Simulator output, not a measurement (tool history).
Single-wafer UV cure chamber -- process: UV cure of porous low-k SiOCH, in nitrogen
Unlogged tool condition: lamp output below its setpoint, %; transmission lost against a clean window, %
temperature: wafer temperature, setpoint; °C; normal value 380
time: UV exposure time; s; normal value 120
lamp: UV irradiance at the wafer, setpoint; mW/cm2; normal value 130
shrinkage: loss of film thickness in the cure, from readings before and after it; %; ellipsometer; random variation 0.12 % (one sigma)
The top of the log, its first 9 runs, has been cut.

run,hour,temperature,time,lamp,wafers since the last listed run,hours since the UV bulbs were replaced,wafers since the quartz window was cleaned,shrinkage
10,111.5,380,120,130,210,1243.4,1346,6.994
11,119,380,120,130,95,1250.9,1442,7.195
# hour 138.4: quartz window cleaned
12,138.9,380,120,130,152,1270.8,5,7.995
13,150.8,380,120,130,152,1282.7,157,7.732
14,166.4,380,120,130,199,1298.3,357,7.554
15,182.7,380,120,130,208,1314.6,565,7.532
16,197.9,380,120,130,194,1329.8,759,7.453
17,214,380,85,109,205,1345.9,965,5.465
18,229.1,365,70,90,192,1361,1158,4.05
19,240.4,380,155,109,144,1372.3,1302,7.601
20,252.6,374,155,145,155,1384.5,1458,8.44
# hour 275.9: quartz window cleaned
21,276.4,372,180,148,201,1408.3,6,9.931
# hour 290.3: UV bulbs replaced
22,290.8,398,120,146,81,0.5,88,8.302
23,291.1,390,120,154,3,0.8,91,8.766

Run 24 is up next; what results do you expect?
24,300,380,120,130,113,9.7,205,?

shrinkage: 7.887 %
With no hidden state in the tool, this same run would have given shrinkage 8.128 %.

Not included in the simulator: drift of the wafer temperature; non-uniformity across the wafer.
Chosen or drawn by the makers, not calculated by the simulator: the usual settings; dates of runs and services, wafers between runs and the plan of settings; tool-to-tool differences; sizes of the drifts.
